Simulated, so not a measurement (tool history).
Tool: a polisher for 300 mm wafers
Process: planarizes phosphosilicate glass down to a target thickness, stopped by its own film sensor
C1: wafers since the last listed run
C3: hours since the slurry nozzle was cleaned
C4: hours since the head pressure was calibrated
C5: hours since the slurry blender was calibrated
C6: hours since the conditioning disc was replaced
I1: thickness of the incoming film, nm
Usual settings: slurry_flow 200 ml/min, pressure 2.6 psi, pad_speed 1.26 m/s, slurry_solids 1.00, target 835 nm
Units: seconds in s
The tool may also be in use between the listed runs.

{"run": 1, "hour": 0.0, "slurry_flow": 200, "pressure": 2.6, "pad_speed": 1.26, "slurry_solids": 1.0, "target": 835, "C1": 0, "wafers polished on this pad": 1122, "C3": 538.4, "C4": 953.6, "C5": 178.3, "C6": 329.1, "I1": 1612.5, "seconds": 129.6}
{"hour": 1.9, "done": "worn pad replaced by a new one"}
{"run": 2, "hour": 10.6, "slurry_flow": 200, "pressure": 2.6, "pad_speed": 1.26, "slurry_solids": 1.0, "target": 835, "C1": 74, "wafers polished on this pad": 74, "C3": 549.0, "C4": 964.2, "C5": 188.9, "C6": 339.7, "I1": 1643.4, "seconds": 137.9}
{"run": 3, "hour": 30.2, "slurry_flow": 200, "pressure": 2.6, "pad_speed": 1.26, "slurry_solids": 1.0, "target": 835, "C1": 167, "wafers polished on this pad": 242, "C3": 568.6, "C4": 983.8, "C5": 208.5, "C6": 359.3, "I1": 1637.3, "seconds": 138.2}
{"run": 4, "hour": 37.6, "slurry_flow": 200, "pressure": 2.6, "pad_speed": 1.26, "slurry_solids": 1.0, "target": 835, "C1": 63, "wafers polished on this pad": 306, "C3": 576.0, "C4": 991.2, "C5": 215.9, "C6": 366.7, "I1": 1659.9, "seconds": 135.5}
{"run": 5, "hour": 63.6, "slurry_flow": 200, "pressure": 2.6, "pad_speed": 1.26, "slurry_solids": 1.0, "target": 835, "C1": 222, "wafers polished on this pad": 528, "C3": 602.0, "C4": 1017.2, "C5": 241.9, "C6": 392.7, "I1": 1617.9, "seconds": 134.1}
{"run": 6, "hour": 80.7, "slurry_flow": 200, "pressure": 2.6, "pad_speed": 1.26, "slurry_solids": 1.0, "target": 835, "C1": 146, "wafers polished on this pad": 675, "C3": 619.1, "C4": 1034.3, "C5": 259.0, "C6": 409.8, "I1": 1658.5, "seconds": 143.0}
{"hour": 92.1, "done": "head pressure recalibrated"}
{"run": 7, "hour": 92.6, "slurry_flow": 200, "pressure": 2.6, "pad_speed": 1.26, "slurry_solids": 1.15, "target": 835, "C1": 84, "wafers polished on this pad": 760, "C3": 631.0, "C4": 0.5, "C5": 270.9, "C6": 421.7, "I1": 1649.4, "seconds": 134.9}
{"hour": 101.0, "done": "slurry blender recalibrated"}
{"run": 8, "hour": 101.5, "slurry_flow": 200, "pressure": 2.6, "pad_speed": 1.26, "slurry_solids": 1.0, "target": 690, "C1": 59, "wafers polished on this pad": 819, "C3": 639.9, "C4": 9.4, "C5": 0.5, "C6": 430.6, "I1": 1634.5, "seconds": 161.1}
{"run": 9, "hour": 128.8, "slurry_flow": 200, "pressure": 2.6, "pad_speed": 1.26, "slurry_solids": 1.0, "target": 835, "C1": 233, "wafers polished on this pad": 1053, "C3": 667.2, "C4": 36.7, "C5": 27.8, "C6": 457.9, "I1": 1662.0, "seconds": 150.5}
{"hour": 135.4, "done": "slurry nozzle cleaned"}
{"hour": 137.2, "done": "worn pad replaced by a new one"}
{"run": 10, "hour": 137.7, "slurry_flow": 200, "pressure": 2.6, "pad_speed": 1.26, "slurry_solids": 1.0, "target": 835, "C1": 51, "wafers polished on this pad": 4, "C3": 2.3, "C4": 45.6, "C5": 36.7, "C6": 466.8, "I1": 1643.1, "seconds": 143.7}
{"run": 11, "hour": 147.6, "slurry_flow": 200, "pressure": 2.6, "pad_speed": 1.26, "slurry_solids": 1.2, "target": 1102, "C1": 84, "wafers polished on this pad": 89, "C3": 12.2, "C4": 55.5, "C5": 46.6, "C6": 476.7, "I1": 1642.2, "seconds": 90.5}
{"run": 12, "hour": 157.5, "slurry_flow": 200, "pressure": 2.6, "pad_speed": 1.26, "slurry_solids": 1.0, "target": 835, "C1": 84, "wafers polished on this pad": 173, "C3": 22.1, "C4": 65.4, "C5": 56.5, "C6": 486.6, "I1": 1658.0, "seconds": 147.7}
{"run": 13, "hour": 168.0, "slurry_flow": 200, "pressure": 2.6, "pad_speed": 1.26, "slurry_solids": 1.0, "target": 835, "C1": 89, "wafers polished on this pad": 263, "C3": 32.6, "C4": 75.9, "C5": 67.0, "C6": 497.1, "I1": 1609.1, "seconds": 136.1}
{"hour": 180.5, "done": "conditioning disc replaced and pad reconditioned"}
{"run": 14, "hour": 182.3, "slurry_flow": 200, "pressure": 2.6, "pad_speed": 1.26, "slurry_solids": 1.25, "target": 835, "C1": 105, "wafers polished on this pad": 369, "C3": 46.9, "C4": 90.2, "C5": 81.3, "C6": 1.8, "I1": 1656.9, "seconds": 107.5}
{"run": 15, "hour": 196.5, "slurry_flow": 200, "pressure": 2.6, "pad_speed": 1.06, "slurry_solids": 1.1, "target": 835, "C1": 121, "wafers polished on this pad": 490, "C3": 61.1, "C4": 104.4, "C5": 95.5, "C6": 16.0, "I1": 1622.2, "seconds": 119.1}
{"run": 16, "hour": 207.4, "slurry_flow": 200, "pressure": 2.1, "pad_speed": 1.26, "slurry_solids": 1.0, "target": 835, "C1": 93, "wafers polished on this pad": 584, "C3": 72.0, "C4": 115.3, "C5": 106.4, "C6": 26.9, "I1": 1637.6, "seconds": 138.6}
{"run": 17, "hour": 221.2, "slurry_flow": 200, "pressure": 2.6, "pad_speed": 1.26, "slurry_solids": 1.0, "target": 835, "C1": 118, "wafers polished on this pad": 702, "C3": 85.8, "C4": 129.1, "C5": 120.2, "C6": 40.7, "I1": 1654.2, "seconds": 116.6}
{"run": 18, "hour": 228.2, "slurry_flow": 200, "pressure": 3.2, "pad_speed": 1.58, "slurry_solids": 1.0, "target": 835, "C1": 59, "wafers polished on this pad": 762, "C3": 92.8, "C4": 136.1, "C5": 127.2, "C6": 47.7, "I1": 1615.1, "seconds": 82.6}
{"run": 19, "hour": 234.7, "slurry_flow": 200, "pressure": 2.6, "pad_speed": 1.26, "slurry_solids": 1.0, "target": 835, "C1": 55, "wafers polished on this pad": 818, "C3": 99.3, "C4": 142.6, "C5": 133.7, "C6": 54.2, "I1": 1626.2, "seconds": 116.0}
{"run": 20, "hour": 246.4, "slurry_flow": 200, "pressure": 3.0, "pad_speed": 1.26, "slurry_solids": 1.0, "target": 581, "C1": 100, "wafers polished on this pad": 918, "C3": 111.0, "C4": 154.3, "C5": 145.4, "C6": 65.9, "I1": 1653.3, "seconds": 137.6}
{"run": 21, "hour": 259.2, "slurry_flow": 200, "pressure": 3.1, "pad_speed": 1.26, "slurry_solids": 1.0, "target": 1036, "C1": 109, "wafers polished on this pad": 1027, "C3": 123.8, "C4": 167.1, "C5": 158.2, "C6": 78.7, "I1": 1644.4, "seconds": 75.6}

4 ways to go on from here, each from the tool as it stands after run 21. What would each give?
{"run": "A", "hour": 259.6, "slurry_flow": 200, "pressure": 2.6, "pad_speed": 1.26, "slurry_solids": 1.0, "target": 575, "C1": 3, "wafers polished on this pad": 1031, "C3": 124.2, "C4": 167.5, "C5": 158.6, "C6": 79.1, "I1": 1660.9, "seconds": "?"}
{"run": "B", "hour": 259.6, "slurry_flow": 200, "pressure": 3.3, "pad_speed": 1.6, "slurry_solids": 1.0, "target": 835, "C1": 3, "wafers polished on this pad": 1031, "C3": 124.2, "C4": 167.5, "C5": 158.6, "C6": 79.1, "I1": 1660.9, "seconds": "?"}
{"run": "C", "hour": 259.6, "slurry_flow": 225, "pressure": 3.3, "pad_speed": 1.26, "slurry_solids": 1.0, "target": 835, "C1": 3, "wafers polished on this pad": 1031, "C3": 124.2, "C4": 167.5, "C5": 158.6, "C6": 79.1, "I1": 1660.9, "seconds": "?"}
{"run": "D", "hour": 259.6, "slurry_flow": 200, "pressure": 2.6, "pad_speed": 1.26, "slurry_solids": 1.2, "target": 700, "C1": 3, "wafers polished on this pad": 1031, "C3": 124.2, "C4": 167.5, "C5": 158.6, "C6": 79.1, "I1": 1660.9, "seconds": "?"}

run=A seconds=164.1
run=B seconds=89.3
run=C seconds=98.9
run=D seconds=136.9
Without the tool's hidden state the same runs would have given:
run=A seconds=148.5
run=B seconds=77.6
run=C seconds=87.6
run=D seconds=123.8
